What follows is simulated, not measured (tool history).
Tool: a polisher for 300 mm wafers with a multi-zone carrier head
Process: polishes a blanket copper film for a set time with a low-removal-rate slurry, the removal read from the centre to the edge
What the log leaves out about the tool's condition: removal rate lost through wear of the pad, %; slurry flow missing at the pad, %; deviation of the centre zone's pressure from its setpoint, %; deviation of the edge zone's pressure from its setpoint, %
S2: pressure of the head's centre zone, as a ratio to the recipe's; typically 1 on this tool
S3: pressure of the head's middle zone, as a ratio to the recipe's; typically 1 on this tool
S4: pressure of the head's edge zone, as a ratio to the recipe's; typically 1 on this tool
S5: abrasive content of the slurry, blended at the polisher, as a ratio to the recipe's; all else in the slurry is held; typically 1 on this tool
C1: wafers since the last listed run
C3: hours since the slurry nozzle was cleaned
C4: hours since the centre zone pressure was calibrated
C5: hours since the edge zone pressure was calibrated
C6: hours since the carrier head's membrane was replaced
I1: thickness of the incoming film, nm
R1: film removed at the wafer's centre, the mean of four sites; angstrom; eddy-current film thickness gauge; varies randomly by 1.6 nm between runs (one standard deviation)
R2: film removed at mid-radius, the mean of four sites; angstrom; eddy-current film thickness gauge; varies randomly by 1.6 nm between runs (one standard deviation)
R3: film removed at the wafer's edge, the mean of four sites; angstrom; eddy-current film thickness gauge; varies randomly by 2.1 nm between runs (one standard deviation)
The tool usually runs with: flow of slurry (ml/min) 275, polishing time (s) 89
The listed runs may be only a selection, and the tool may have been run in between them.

Run 1, day 0: usual settings; C1 0; wafers polished on this pad 1528; C3 431.5; C4 637.7; C5 197.3; C6 1050.5; I1 953.8. Result: R1 1266 angstrom, R2 1239 angstrom, R3 1304 angstrom.
Run 2, day 1.829: usual settings; C1 307; wafers polished on this pad 1835; C3 475.4; C4 681.6; C5 241.2; C6 1094.4; I1 955.9. Result: R1 1231 angstrom, R2 1265 angstrom, R3 1227 angstrom.
At day 3.254: worn pad replaced by a new one.
Run 3, day 3.804: usual settings; C1 303; wafers polished on this pad 92; C3 522.8; C4 729; C5 288.6; C6 1141.8; I1 972.5. Result: R1 1384 angstrom, R2 1391 angstrom, R3 1362 angstrom.
At day 4.258: centre zone pressure recalibrated.
Run 4, day 6.304: usual settings; C1 406; wafers polished on this pad 498; C3 582.8; C4 49.1; C5 348.6; C6 1201.8; I1 949.9. Result: R1 1295 angstrom, R2 1331 angstrom, R3 1340 angstrom.
At day 7.942: slurry nozzle cleaned.
Run 5, day 9.238: usual settings; C1 485; wafers polished on this pad 984; C3 31.1; C4 119.5; C5 419; C6 1272.2; I1 965.7. Result: R1 1304 angstrom, R2 1292 angstrom, R3 1310 angstrom.
At day 9.725: edge zone pressure recalibrated.
Run 6, day 11.442: usual settings; C1 356; wafers polished on this pad 1340; C3 84; C4 172.4; C5 41.2; C6 1325.1; I1 950. Result: R1 1252 angstrom, R2 1288 angstrom, R3 1311 angstrom.
Run 7, day 13.912: usual settings but S3 0.94, S4 1.11, S5 0.75; C1 415; wafers polished on this pad 1755; C3 143.3; C4 231.7; C5 100.5; C6 1384.4; I1 959.3. Result: R1 1146 angstrom, R2 1143 angstrom, R3 1273 angstrom.
Run 8, day 14.917: usual settings; C1 168; wafers polished on this pad 1924; C3 167.4; C4 255.8; C5 124.6; C6 1408.5; I1 970.5. Result: R1 1238 angstrom, R2 1257 angstrom, R3 1256 angstrom.
Run 9, day 16.938: usual settings but S2 1.11; C1 339; wafers polished on this pad 2264; C3 215.9; C4 304.3; C5 173.1; C6 1457; I1 957.3. Result: R1 1373 angstrom, R2 1261 angstrom, R3 1266 angstrom.
At day 17.454: worn pad replaced by a new one.
At day 19.8: carrier head's membrane replaced by a new one.
Run 10, day 19.821: usual settings but S5 1.2; C1 421; wafers polished on this pad 362; C3 285.1; C4 373.5; C5 242.3; C6 0.5; I1 947.8. Result: R1 1380 angstrom, R2 1393 angstrom, R3 1400 angstrom.
At day 28.108: edge zone pressure recalibrated.
Run 11, day 28.642: usual settings but S3 0.89, polishing time (s) 63; C1 1468; wafers polished on this pad 1830; C3 496.8; C4 585.2; C5 12.8; C6 212.2; I1 969.2. Result: R1 877 angstrom, R2 814 angstrom, R3 884 angstrom.
At day 30.038: slurry nozzle cleaned.
Run 12, day 30.788: usual settings; C1 353; wafers polished on this pad 2184; C3 18; C4 636.7; C5 64.3; C6 263.7; I1 975.6. Result: R1 1242 angstrom, R2 1262 angstrom, R3 1261 angstrom.
At day 32.242: worn pad replaced by a new one.
Run 13, day 32.371: usual settings; C1 238; wafers polished on this pad 21; C3 56; C4 674.7; C5 102.3; C6 301.7; I1 966. Result: R1 1416 angstrom, R2 1387 angstrom, R3 1449 angstrom.
Run 14, day 33.45: usual settings but S2 0.9, S3 0.89, S4 1.1, polishing time (s) 67; C1 181; wafers polished on this pad 203; C3 81.9; C4 700.6; C5 128.2; C6 327.6; I1 955.6. Result: R1 919 angstrom, R2 959 angstrom, R3 1087 angstrom.
Run 15, day 35.796: usual settings but flow of slurry (ml/min) 340, S2 1.11, S4 1.03, S5 1.1; C1 394; wafers polished on this pad 597; C3 138.2; C4 756.9; C5 184.5; C6 383.9; I1 949.5. Result: R1 1553 angstrom, R2 1381 angstrom, R3 1376 angstrom.
Run 16, day 38.771: usual settings but flow of slurry (ml/min) 345, S2 1.04; C1 499; wafers polished on this pad 1097; C3 209.6; C4 828.3; C5 255.9; C6 455.3; I1 957.9. Result: R1 1358 angstrom, R2 1322 angstrom, R3 1335 angstrom.
At day 39.125: centre zone pressure recalibrated.
Run 17, day 40.221: usual settings but flow of slurry (ml/min) 225, S5 0.75; C1 229; wafers polished on this pad 1327; C3 244.4; C4 26.3; C5 290.7; C6 490.1; I1 967.5. Result: R1 1179 angstrom, R2 1205 angstrom, R3 1191 angstrom.
Run 18, day 41.317: usual settings but polishing time (s) 72; C1 184; wafers polished on this pad 1511; C3 270.7; C4 52.6; C5 317; C6 516.4; I1 939.2. Result: R1 1028 angstrom, R2 1024 angstrom, R3 1028 angstrom.
Run 19, day 43.275: usual settings but flow of slurry (ml/min) 360, S3 0.95, S4 1.07, S5 0.85; C1 329; wafers polished on this pad 1840; C3 317.7; C4 99.6; C5 364; C6 563.4; I1 943. Result: R1 1222 angstrom, R2 1224 angstrom, R3 1315 angstrom.
At day 44.454: worn pad replaced by a new one.
Run 20, day 45.55: usual settings; C1 354; wafers polished on this pad 183; C3 372.3; C4 154.2; C5 418.6; C6 618; I1 948.7. Result: R1 1392 angstrom, R2 1384 angstrom, R3 1392 angstrom.
At day 48.4: edge zone pressure recalibrated.
Run 21, day 48.5: usual settings but flow of slurry (ml/min) 355, S2 1.11, S5 0.9, polishing time (s) 107; C1 481; wafers polished on this pad 665; C3 443.1; C4 225; C5 2.4; C6 688.8; I1 968.6. Result: R1 1757 angstrom, R2 1592 angstrom, R3 1600 angstrom.

Predict the results of run 22:
Run 22, day 51.025: usual settings but S3 1.07; C1 424; wafers polished on this pad 1089; C3 503.7; C4 285.6; C5 63; C6 749.4; I1 956.8. Result: R1 ?, R2 ?, R3 ?.

{"run 22": {"R1": 1245, "R2": 1350, "R3": 1282}}
Had the tool carried no hidden state, the very same run would have given R1 1371 angstrom, R2 1486 angstrom, R3 1412 angstrom.

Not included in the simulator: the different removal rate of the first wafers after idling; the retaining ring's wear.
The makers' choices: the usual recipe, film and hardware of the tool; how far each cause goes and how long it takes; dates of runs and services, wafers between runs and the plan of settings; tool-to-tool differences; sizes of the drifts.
